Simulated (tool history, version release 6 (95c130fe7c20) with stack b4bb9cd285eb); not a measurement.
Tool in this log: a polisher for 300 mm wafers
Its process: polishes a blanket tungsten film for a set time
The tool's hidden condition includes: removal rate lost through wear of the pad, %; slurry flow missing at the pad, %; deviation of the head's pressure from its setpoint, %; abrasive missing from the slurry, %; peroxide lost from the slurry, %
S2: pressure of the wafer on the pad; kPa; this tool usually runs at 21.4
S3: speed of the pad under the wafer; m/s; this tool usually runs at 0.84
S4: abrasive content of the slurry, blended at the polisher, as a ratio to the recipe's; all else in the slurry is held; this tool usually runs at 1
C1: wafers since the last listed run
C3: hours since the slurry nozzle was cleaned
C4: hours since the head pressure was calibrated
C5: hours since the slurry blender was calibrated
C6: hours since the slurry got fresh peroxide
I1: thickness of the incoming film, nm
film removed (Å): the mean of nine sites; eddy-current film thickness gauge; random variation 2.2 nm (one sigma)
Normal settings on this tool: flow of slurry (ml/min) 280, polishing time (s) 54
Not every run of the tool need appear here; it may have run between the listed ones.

{"run": 1, "hour": 0.0, "flow of slurry (ml/min)": 280, "S2": 21.4, "S3": 0.84, "S4": 0.9, "polishing time (s)": 68, "C1": 0, "wafers polished on this pad": 979, "C3": 153.7, "C4": 345.1, "C5": 9.6, "C6": 114.5, "I1": 1488.9, "film removed (Å)": 2058}
{"hour": 25.9, "done": "worn pad replaced by a new one"}
{"hour": 30.6, "done": "slurry tank refilled with fresh slurry and peroxide"}
{"run": 2, "hour": 31.1, "flow of slurry (ml/min)": 280, "S2": 21.4, "S3": 0.84, "S4": 1, "polishing time (s)": 54, "C1": 306, "wafers polished on this pad": 49, "C3": 184.8, "C4": 376.2, "C5": 40.7, "C6": 0.5, "I1": 1487.7, "film removed (Å)": 1662}
{"hour": 50.1, "done": "slurry nozzle cleaned"}
{"run": 3, "hour": 51.0, "flow of slurry (ml/min)": 280, "S2": 21.4, "S3": 0.84, "S4": 0.8, "polishing time (s)": 54, "C1": 221, "wafers polished on this pad": 271, "C3": 0.9, "C4": 396.1, "C5": 60.6, "C6": 20.4, "I1": 1489.2, "film removed (Å)": 1527}
{"run": 4, "hour": 66.5, "flow of slurry (ml/min)": 280, "S2": 21.4, "S3": 0.84, "S4": 0.8, "polishing time (s)": 54, "C1": 181, "wafers polished on this pad": 452, "C3": 16.4, "C4": 411.6, "C5": 76.1, "C6": 35.9, "I1": 1515.3, "film removed (Å)": 1556}
{"run": 5, "hour": 86.7, "flow of slurry (ml/min)": 280, "S2": 21.4, "S3": 0.84, "S4": 0.8, "polishing time (s)": 54, "C1": 236, "wafers polished on this pad": 689, "C3": 36.6, "C4": 431.8, "C5": 96.3, "C6": 56.1, "I1": 1478.9, "film removed (Å)": 1524}
{"hour": 99.8, "done": "slurry blender recalibrated"}
{"run": 6, "hour": 106.6, "flow of slurry (ml/min)": 280, "S2": 16.5, "S3": 0.84, "S4": 1, "polishing time (s)": 54, "C1": 209, "wafers polished on this pad": 899, "C3": 56.5, "C4": 451.7, "C5": 6.8, "C6": 76, "I1": 1508.1, "film removed (Å)": 1380}
{"hour": 135.8, "done": "worn pad replaced by a new one"}
{"run": 7, "hour": 136.3, "flow of slurry (ml/min)": 280, "S2": 16.5, "S3": 0.84, "S4": 1, "polishing time (s)": 54, "C1": 301, "wafers polished on this pad": 5, "C3": 86.2, "C4": 481.4, "C5": 36.5, "C6": 105.7, "I1": 1526.1, "film removed (Å)": 1378}
{"run": 8, "hour": 158.4, "flow of slurry (ml/min)": 280, "S2": 21.4, "S3": 0.84, "S4": 1, "polishing time (s)": 54, "C1": 259, "wafers polished on this pad": 264, "C3": 108.3, "C4": 503.5, "C5": 58.6, "C6": 127.8, "I1": 1490.1, "film removed (Å)": 1688}
{"hour": 174.4, "done": "slurry tank refilled with fresh slurry and peroxide"}
{"run": 9, "hour": 176.9, "flow of slurry (ml/min)": 280, "S2": 21.4, "S3": 0.84, "S4": 1, "polishing time (s)": 54, "C1": 205, "wafers polished on this pad": 470, "C3": 126.8, "C4": 522, "C5": 77.1, "C6": 2.5, "I1": 1502, "film removed (Å)": 1660}
{"hour": 196.7, "done": "head pressure recalibrated"}
{"hour": 204.8, "done": "slurry blender recalibrated"}
{"run": 10, "hour": 208.9, "flow of slurry (ml/min)": 280, "S2": 21.4, "S3": 0.84, "S4": 1, "polishing time (s)": 54, "C1": 328, "wafers polished on this pad": 798, "C3": 158.8, "C4": 12.2, "C5": 4.1, "C6": 34.5, "I1": 1498.5, "film removed (Å)": 1673}
{"hour": 240.5, "done": "worn pad replaced by a new one"}
{"run": 11, "hour": 243.5, "flow of slurry (ml/min)": 355, "S2": 14.5, "S3": 0.62, "S4": 1, "polishing time (s)": 42, "C1": 358, "wafers polished on this pad": 35, "C3": 193.4, "C4": 46.8, "C5": 38.7, "C6": 69.1, "I1": 1503, "film removed (Å)": 835}
{"hour": 267.1, "done": "slurry nozzle cleaned"}
{"run": 12, "hour": 267.6, "flow of slurry (ml/min)": 280, "S2": 21.4, "S3": 0.84, "S4": 0.85, "polishing time (s)": 54, "C1": 270, "wafers polished on this pad": 306, "C3": 0.5, "C4": 70.9, "C5": 62.8, "C6": 93.2, "I1": 1510.1, "film removed (Å)": 1575}
{"hour": 310.9, "done": "slurry blender recalibrated"}
{"hour": 340.8, "done": "slurry tank refilled with fresh slurry and peroxide"}
{"hour": 357.3, "done": "worn pad replaced by a new one"}
{"run": 13, "hour": 358.5, "flow of slurry (ml/min)": 280, "S2": 15.2, "S3": 0.84, "S4": 0.9, "polishing time (s)": 60, "C1": 983, "wafers polished on this pad": 14, "C3": 91.4, "C4": 161.8, "C5": 47.6, "C6": 17.7, "I1": 1471.8, "film removed (Å)": 1386}
{"run": 14, "hour": 377.4, "flow of slurry (ml/min)": 215, "S2": 21.4, "S3": 0.84, "S4": 1, "polishing time (s)": 39, "C1": 221, "wafers polished on this pad": 236, "C3": 110.3, "C4": 180.7, "C5": 66.5, "C6": 36.6, "I1": 1493, "film removed (Å)": 1162}
{"hour": 402.1, "done": "slurry blender recalibrated"}
{"run": 15, "hour": 402.6, "flow of slurry (ml/min)": 280, "S2": 21.4, "S3": 0.84, "S4": 0.7, "polishing time (s)": 54, "C1": 272, "wafers polished on this pad": 508, "C3": 135.5, "C4": 205.9, "C5": 0.5, "C6": 61.8, "I1": 1473.6, "film removed (Å)": 1489}
{"run": 16, "hour": 415.9, "flow of slurry (ml/min)": 280, "S2": 25.5, "S3": 0.84, "S4": 1.25, "polishing time (s)": 43, "C1": 155, "wafers polished on this pad": 664, "C3": 148.8, "C4": 219.2, "C5": 13.8, "C6": 75.1, "I1": 1477.5, "film removed (Å)": 1616}

What if the next run were any one of these 5? Each begins from the tool's condition after run 16:
{"run": "A", "hour": 416.3, "flow of slurry (ml/min)": 280, "S2": 21.4, "S3": 0.84, "S4": 1, "polishing time (s)": 54, "C1": 4, "wafers polished on this pad": 668, "C3": 149.2, "C4": 219.6, "C5": 14.2, "C6": 75.5, "I1": 1483.2, "film removed (Å)": "?"}
{"run": "B", "hour": 416.3, "flow of slurry (ml/min)": 280, "S2": 21.4, "S3": 0.62, "S4": 1, "polishing time (s)": 54, "C1": 4, "wafers polished on this pad": 668, "C3": 149.2, "C4": 219.6, "C5": 14.2, "C6": 75.5, "I1": 1483.2, "film removed (Å)": "?"}
{"run": "C", "hour": 416.3, "flow of slurry (ml/min)": 280, "S2": 21.4, "S3": 0.76, "S4": 1, "polishing time (s)": 54, "C1": 4, "wafers polished on this pad": 668, "C3": 149.2, "C4": 219.6, "C5": 14.2, "C6": 75.5, "I1": 1483.2, "film removed (Å)": "?"}
{"run": "D", "hour": 416.3, "flow of slurry (ml/min)": 280, "S2": 21.4, "S3": 0.92, "S4": 1, "polishing time (s)": 54, "C1": 4, "wafers polished on this pad": 668, "C3": 149.2, "C4": 219.6, "C5": 14.2, "C6": 75.5, "I1": 1483.2, "film removed (Å)": "?"}
{"run": "E", "hour": 416.3, "flow of slurry (ml/min)": 280, "S2": 15.9, "S3": 1.1, "S4": 1, "polishing time (s)": 54, "C1": 4, "wafers polished on this pad": 668, "C3": 149.2, "C4": 219.6, "C5": 14.2, "C6": 75.5, "I1": 1483.2, "film removed (Å)": "?"}

run=A film_removed_(Å)=1648
run=B film_removed_(Å)=1389
run=C film_removed_(Å)=1554
run=D film_removed_(Å)=1742
run=E film_removed_(Å)=1566
Stripped of hidden state, with their random variation kept, the same runs would have yielded:
run=A film_removed_(Å)=1648
run=B film_removed_(Å)=1389
run=C film_removed_(Å)=1554
run=D film_removed_(Å)=1742
run=E film_removed_(Å)=1566
